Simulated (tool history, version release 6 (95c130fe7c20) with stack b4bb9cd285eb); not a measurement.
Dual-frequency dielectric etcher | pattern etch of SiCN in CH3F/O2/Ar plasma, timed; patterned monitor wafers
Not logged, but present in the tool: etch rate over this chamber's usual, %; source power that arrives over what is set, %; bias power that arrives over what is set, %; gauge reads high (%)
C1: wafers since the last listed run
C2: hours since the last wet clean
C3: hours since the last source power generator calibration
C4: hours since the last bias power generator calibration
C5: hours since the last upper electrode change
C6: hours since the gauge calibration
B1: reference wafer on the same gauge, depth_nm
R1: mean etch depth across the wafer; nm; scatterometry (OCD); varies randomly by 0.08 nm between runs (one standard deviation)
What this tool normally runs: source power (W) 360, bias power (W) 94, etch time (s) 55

Run 1, hour 0: usual settings but source power (W) 380; C1 0; C2 40.3; C3 1573.2; C4 1099.7; C5 3710.4; C6 227.6; B1 19.08. Result: R1 20.55 nm.
Run 2, hour 35.1: usual settings but source power (W) 380; C1 483; C2 75.4; C3 1608.3; C4 1134.8; C5 3745.5; C6 262.7; B1 19.1. Result: R1 20.77 nm.
Run 3, hour 50.9: usual settings but source power (W) 380; C1 217; C2 91.2; C3 1624.1; C4 1150.6; C5 3761.3; C6 278.5; B1 19.08. Result: R1 20.68 nm.
Run 4, hour 85.6: usual settings; C1 478; C2 125.9; C3 1658.8; C4 1185.3; C5 3796; C6 313.2; B1 19.12. Result: R1 20.23 nm.
Run 5, hour 105.5: usual settings; C1 274; C2 145.8; C3 1678.7; C4 1205.2; C5 3815.9; C6 333.1; B1 19.12. Result: R1 20.03 nm.
Run 6, hour 127.6: usual settings; C1 304; C2 167.9; C3 1700.8; C4 1227.3; C5 3838; C6 355.2; B1 19.08. Result: R1 20.26 nm.
At hour 161: wet clean of the chamber, repeated, since the last time left the tool worse.
Run 7, hour 161.5: usual settings; C1 136; C2 0.5; C3 1734.7; C4 1261.2; C5 3871.9; C6 389.1; B1 19.09. Result: R1 18.97 nm.
Run 8, hour 169.5: usual settings but etch time (s) 49.5; C1 110; C2 8.5; C3 1742.7; C4 1269.2; C5 3879.9; C6 397.1; B1 19.12. Result: R1 17.07 nm.
Run 9, hour 183.9: usual settings; C1 198; C2 22.9; C3 1757.1; C4 1283.6; C5 3894.3; C6 411.5; B1 19.12. Result: R1 19 nm.
Run 10, hour 215.2: usual settings; C1 431; C2 54.2; C3 1788.4; C4 1314.9; C5 3925.6; C6 442.8; B1 19.09. Result: R1 19.12 nm.
Run 11, hour 237.2: usual settings but bias power (W) 117, etch time (s) 71; C1 303; C2 76.2; C3 1810.4; C4 1336.9; C5 3947.6; C6 464.8; B1 19.07. Result: R1 27.45 nm.
Run 12, hour 249.7: usual settings but source power (W) 290, bias power (W) 105, etch time (s) 62; C1 172; C2 88.7; C3 1822.9; C4 1349.4; C5 3960.1; C6 477.3; B1 19.1. Result: R1 20.41 nm.
At hour 300.2: upper electrode replaced.
Run 13, hour 300.7: usual settings but bias power (W) 80, etch time (s) 68.5; C1 372; C2 139.7; C3 1873.9; C4 1400.4; C5 0.5; C6 528.3; B1 19.11. Result: R1 21.88 nm.
Run 14, hour 304.9: usual settings but bias power (W) 117, etch time (s) 71; C1 57; C2 143.9; C3 1878.1; C4 1404.6; C5 4.7; C6 532.5; B1 19.08. Result: R1 27.51 nm.
At hour 323.7: source power generator calibrated.
Run 15, hour 335.5: usual settings but bias power (W) 81, etch time (s) 42.5; C1 366; C2 174.5; C3 11.8; C4 1435.2; C5 35.3; C6 563.1; B1 19.12. Result: R1 13.76 nm.
Run 16, hour 348.6: usual settings; C1 180; C2 187.6; C3 24.9; C4 1448.3; C5 48.4; C6 576.2; B1 19.1. Result: R1 19.22 nm.
At hour 367: gauge calibrated.
Run 17, hour 372.7: usual settings; C1 332; C2 211.7; C3 49; C4 1472.4; C5 72.5; C6 5.7; B1 19.11. Result: R1 19.18 nm.
Run 18, hour 389.4: usual settings but source power (W) 440, bias power (W) 83, etch time (s) 48; C1 230; C2 228.4; C3 65.7; C4 1489.1; C5 89.2; C6 22.4; B1 19.11. Result: R1 17.35 nm.
Run 19, hour 404.1: usual settings but etch time (s) 63; C1 202; C2 243.1; C3 80.4; C4 1503.8; C5 103.9; C6 37.1; B1 19.13. Result: R1 21.89 nm.
Run 20, hour 421.8: usual settings but source power (W) 310, bias power (W) 106; C1 244; C2 260.8; C3 98.1; C4 1521.5; C5 121.6; C6 54.8; B1 19.08. Result: R1 19.02 nm.
At hour 434.2: bias power generator calibrated.
Run 21, hour 456.3: usual settings but source power (W) 420, bias power (W) 102, etch time (s) 45; C1 420; C2 295.3; C3 132.6; C4 22.1; C5 156.1; C6 89.3; B1 19.1. Result: R1 17.61 nm.
Run 22, hour 472.8: usual settings but etch time (s) 47; C1 227; C2 311.8; C3 149.1; C4 38.6; C5 172.6; C6 105.8; B1 19.08. Result: R1 16.49 nm.
Run 23, hour 505.3: usual settings but source power (W) 320; C1 448; C2 344.3; C3 181.6; C4 71.1; C5 205.1; C6 138.3; B1 19.11. Result: R1 18.19 nm.
Run 24, hour 540: usual settings but source power (W) 280; C1 478; C2 379; C3 216.3; C4 105.8; C5 239.8; C6 173; B1 19.12. Result: R1 17.12 nm.
Run 25, hour 583.4: usual settings but etch time (s) 70.5; C1 598; C2 422.4; C3 259.7; C4 149.2; C5 283.2; C6 216.4; B1 19.11. Result: R1 24.75 nm.
Run 26, hour 597.7: usual settings; C1 197; C2 436.7; C3 274; C4 163.5; C5 297.5; C6 230.7; B1 19.08. Result: R1 19.46 nm.
Run 27, hour 615.7: usual settings but source power (W) 440, etch time (s) 46; C1 248; C2 454.7; C3 292; C4 181.5; C5 315.5; C6 248.7; B1 19.08. Result: R1 17.8 nm.
Run 28, hour 636.3: usual settings but source power (W) 410, etch time (s) 68.5; C1 283; C2 475.3; C3 312.6; C4 202.1; C5 336.1; C6 269.3; B1 19.06. Result: R1 25.57 nm.
At hour 673.2: wet clean of the chamber.
Run 29, hour 673.7: usual settings but source power (W) 440, etch time (s) 42; C1 184; C2 0.5; C3 350; C4 239.5; C5 373.5; C6 306.7; B1 19.11. Result: R1 15.84 nm.

Below are 5 alternative next runs, each starting from the tool's condition after run 29. Predict each:
Run A, hour 674.1: usual settings; C1 5; C2 0.9; C3 350.4; C4 239.9; C5 373.9; C6 307.1; B1 ?. Result: R1 ?.
Run B, hour 674.1: usual settings but bias power (W) 77, etch time (s) 49.5; C1 5; C2 0.9; C3 350.4; C4 239.9; C5 373.9; C6 307.1; B1 ?. Result: R1 ?.
Run C, hour 674.1: usual settings but source power (W) 280, bias power (W) 76; C1 5; C2 0.9; C3 350.4; C4 239.9; C5 373.9; C6 307.1; B1 ?. Result: R1 ?.
Run D, hour 674.1: usual settings but source power (W) 400; C1 5; C2 0.9; C3 350.4; C4 239.9; C5 373.9; C6 307.1; B1 ?. Result: R1 ?.
Run E, hour 674.1: usual settings but source power (W) 280, bias power (W) 82; C1 5; C2 0.9; C3 350.4; C4 239.9; C5 373.9; C6 307.1; B1 ?. Result: R1 ?.

run     B1     R1
  A  19.11  18.95
  B  19.11  15.45
  C  19.11  15.01
  D  19.11  19.92
  E  19.11   15.6
Stripped of hidden state, with their random variation kept, the same runs would have yielded:
run     R1
  A  19.02
  B  15.52
  C  15.07
  D     20
  E  15.66

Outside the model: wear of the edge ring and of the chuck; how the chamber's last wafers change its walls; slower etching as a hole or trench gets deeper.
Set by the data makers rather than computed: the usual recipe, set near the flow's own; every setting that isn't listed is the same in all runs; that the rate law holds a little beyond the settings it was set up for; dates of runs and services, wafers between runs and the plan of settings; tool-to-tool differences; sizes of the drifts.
